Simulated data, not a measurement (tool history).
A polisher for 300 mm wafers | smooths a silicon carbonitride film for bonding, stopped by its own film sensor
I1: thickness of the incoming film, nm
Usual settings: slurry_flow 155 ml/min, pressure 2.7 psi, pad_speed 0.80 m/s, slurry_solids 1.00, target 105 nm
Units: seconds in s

{"run": 1, "hour": 0.0, "slurry_flow": 120, "pressure": 2.7, "pad_speed": 0.8, "slurry_solids": 1.0, "target": 105, "I1": 119.2, "seconds": 54.5}
{"run": 2, "hour": 22.4, "slurry_flow": 170, "pressure": 2.7, "pad_speed": 0.8, "slurry_solids": 1.0, "target": 105, "I1": 119.1, "seconds": 50.2}
{"run": 3, "hour": 51.8, "slurry_flow": 155, "pressure": 2.7, "pad_speed": 0.8, "slurry_solids": 1.0, "target": 105, "I1": 118.7, "seconds": 50.4}
{"run": 4, "hour": 77.6, "slurry_flow": 155, "pressure": 2.7, "pad_speed": 0.8, "slurry_solids": 1.0, "target": 105, "I1": 119.6, "seconds": 49.5}
{"run": 5, "hour": 98.4, "slurry_flow": 155, "pressure": 2.7, "pad_speed": 0.8, "slurry_solids": 1.0, "target": 105, "I1": 119.4, "seconds": 48.5}
{"run": 6, "hour": 135.0, "slurry_flow": 155, "pressure": 3.2, "pad_speed": 1.02, "slurry_solids": 1.0, "target": 105, "I1": 119.1, "seconds": 38.6}
{"run": 7, "hour": 159.8, "slurry_flow": 155, "pressure": 3.2, "pad_speed": 1.02, "slurry_solids": 1.0, "target": 105, "I1": 120.3, "seconds": 42.3}
{"run": 8, "hour": 195.4, "slurry_flow": 155, "pressure": 3.2, "pad_speed": 1.02, "slurry_solids": 1.0, "target": 105, "I1": 119.4, "seconds": 39.6}
{"run": 9, "hour": 214.9, "slurry_flow": 155, "pressure": 2.7, "pad_speed": 0.8, "slurry_solids": 1.0, "target": 105, "I1": 118.7, "seconds": 47.8}
{"run": 10, "hour": 241.3, "slurry_flow": 155, "pressure": 2.7, "pad_speed": 0.8, "slurry_solids": 1.0, "target": 105, "I1": 121.5, "seconds": 57.5}
{"run": 11, "hour": 268.6, "slurry_flow": 155, "pressure": 2.7, "pad_speed": 0.8, "slurry_solids": 0.85, "target": 105, "I1": 121.0, "seconds": 62.1}
{"run": 12, "hour": 301.5, "slurry_flow": 155, "pressure": 2.7, "pad_speed": 0.66, "slurry_solids": 0.85, "target": 105, "I1": 120.3, "seconds": 68.3}
{"run": 13, "hour": 330.6, "slurry_flow": 155, "pressure": 2.7, "pad_speed": 0.8, "slurry_solids": 1.0, "target": 105, "I1": 121.4, "seconds": 56.1}
{"run": 14, "hour": 363.4, "slurry_flow": 155, "pressure": 2.7, "pad_speed": 0.8, "slurry_solids": 1.0, "target": 101, "I1": 122.2, "seconds": 72.9}
{"run": 15, "hour": 391.8, "slurry_flow": 155, "pressure": 2.3, "pad_speed": 0.8, "slurry_solids": 1.0, "target": 105, "I1": 119.7, "seconds": 54.8}
{"run": 16, "hour": 405.2, "slurry_flow": 155, "pressure": 2.7, "pad_speed": 0.8, "slurry_solids": 1.0, "target": 105, "I1": 120.3, "seconds": 51.9}
{"run": 17, "hour": 430.8, "slurry_flow": 210, "pressure": 2.7, "pad_speed": 0.6, "slurry_solids": 1.2, "target": 107, "I1": 118.6, "seconds": 40.1}
{"run": 18, "hour": 443.1, "slurry_flow": 130, "pressure": 2.7, "pad_speed": 0.8, "slurry_solids": 1.0, "target": 110, "I1": 120.7, "seconds": 39.1}
{"run": 19, "hour": 457.4, "slurry_flow": 155, "pressure": 2.7, "pad_speed": 0.94, "slurry_solids": 1.15, "target": 105, "I1": 119.4, "seconds": 43.4}
{"run": 20, "hour": 479.9, "slurry_flow": 155, "pressure": 2.7, "pad_speed": 0.7, "slurry_solids": 1.0, "target": 105, "I1": 119.2, "seconds": 53.1}
{"run": 21, "hour": 506.0, "slurry_flow": 105, "pressure": 2.0, "pad_speed": 0.8, "slurry_solids": 1.0, "target": 110, "I1": 121.1, "seconds": 51.9}
{"run": 22, "hour": 536.1, "slurry_flow": 155, "pressure": 2.2, "pad_speed": 0.7, "slurry_solids": 1.0, "target": 105, "I1": 118.8, "seconds": 58.9}
{"run": 23, "hour": 561.3, "slurry_flow": 155, "pressure": 2.7, "pad_speed": 0.8, "slurry_solids": 1.0, "target": 105, "I1": 120.3, "seconds": 55.5}
{"run": 24, "hour": 577.3, "slurry_flow": 155, "pressure": 2.7, "pad_speed": 1.06, "slurry_solids": 1.25, "target": 105, "I1": 121.2, "seconds": 45.4}
{"run": 25, "hour": 604.0, "slurry_flow": 125, "pressure": 2.7, "pad_speed": 0.8, "slurry_solids": 0.8, "target": 101, "I1": 120.3, "seconds": 90.7}
{"run": 26, "hour": 638.0, "slurry_flow": 155, "pressure": 2.7, "pad_speed": 0.8, "slurry_solids": 1.0, "target": 109, "I1": 120.0, "seconds": 37.2}
{"run": 27, "hour": 668.5, "slurry_flow": 155, "pressure": 2.4, "pad_speed": 0.8, "slurry_solids": 1.0, "target": 105, "I1": 120.5, "seconds": 55.3}
{"run": 28, "hour": 691.1, "slurry_flow": 155, "pressure": 2.2, "pad_speed": 0.7, "slurry_solids": 1.0, "target": 105, "I1": 121.3, "seconds": 67.4}
{"run": 29, "hour": 706.7, "slurry_flow": 155, "pressure": 2.7, "pad_speed": 0.8, "slurry_solids": 1.0, "target": 105, "I1": 119.3, "seconds": 48.8}
{"run": 30, "hour": 723.7, "slurry_flow": 155, "pressure": 3.5, "pad_speed": 0.8, "slurry_solids": 1.0, "target": 107, "I1": 120.2, "seconds": 39.4}

Not shown: 9 entries that the log had between the listed runs. Between which runs, and how does the tool's hidden state differ before and after?
Between runs 3 and 4: slurry blender recalibrated (hour 72.3)
  abrasive missing from the slurry, %: 13.7 -> 0.147
  measured less the result without the state, seconds: +3.9 -> +0.0 s
Between runs 5 and 6: worn pad replaced by a new one, of another model than before (hour 134.5)
  abrasive missing from the slurry, %: 0.287 -> 0.986
  measured less the result without the state, seconds: +0.0 -> +0.2 s
Between runs 7 and 8: head pressure recalibrated (hour 184.7)
  abrasive missing from the slurry, %: 1.79 -> 3.4
  measured less the result without the state, seconds: +0.4 -> +0.7 s
Between runs 11 and 12: worn pad replaced by a new one (hour 295.8)
  abrasive missing from the slurry, %: 8.43 -> 11.4
  measured less the result without the state, seconds: +3.2 -> +4.8 s
Between runs 12 and 13: slurry blender recalibrated (hour 322.0)
  abrasive missing from the slurry, %: 11.4 -> 0.327
  measured less the result without the state, seconds: +4.8 -> +0.1 s
Between runs 20 and 21: slurry nozzle cleaned (hour 483.2); worn pad replaced by a new one (hour 495.0)
  abrasive missing from the slurry, %: 5.68 -> 7.6
  measured less the result without the state, seconds: +1.6 -> +2.1 s
Between runs 25 and 26: slurry blender recalibrated (hour 613.5)
  abrasive missing from the slurry, %: 17.4 -> 0.673
  measured less the result without the state, seconds: +10.4 -> +0.2 s
Between runs 26 and 27: worn pad replaced by a new one (hour 663.9)
  abrasive missing from the slurry, %: 0.673 -> 1.19
  measured less the result without the state, seconds: +0.2 -> +0.3 s
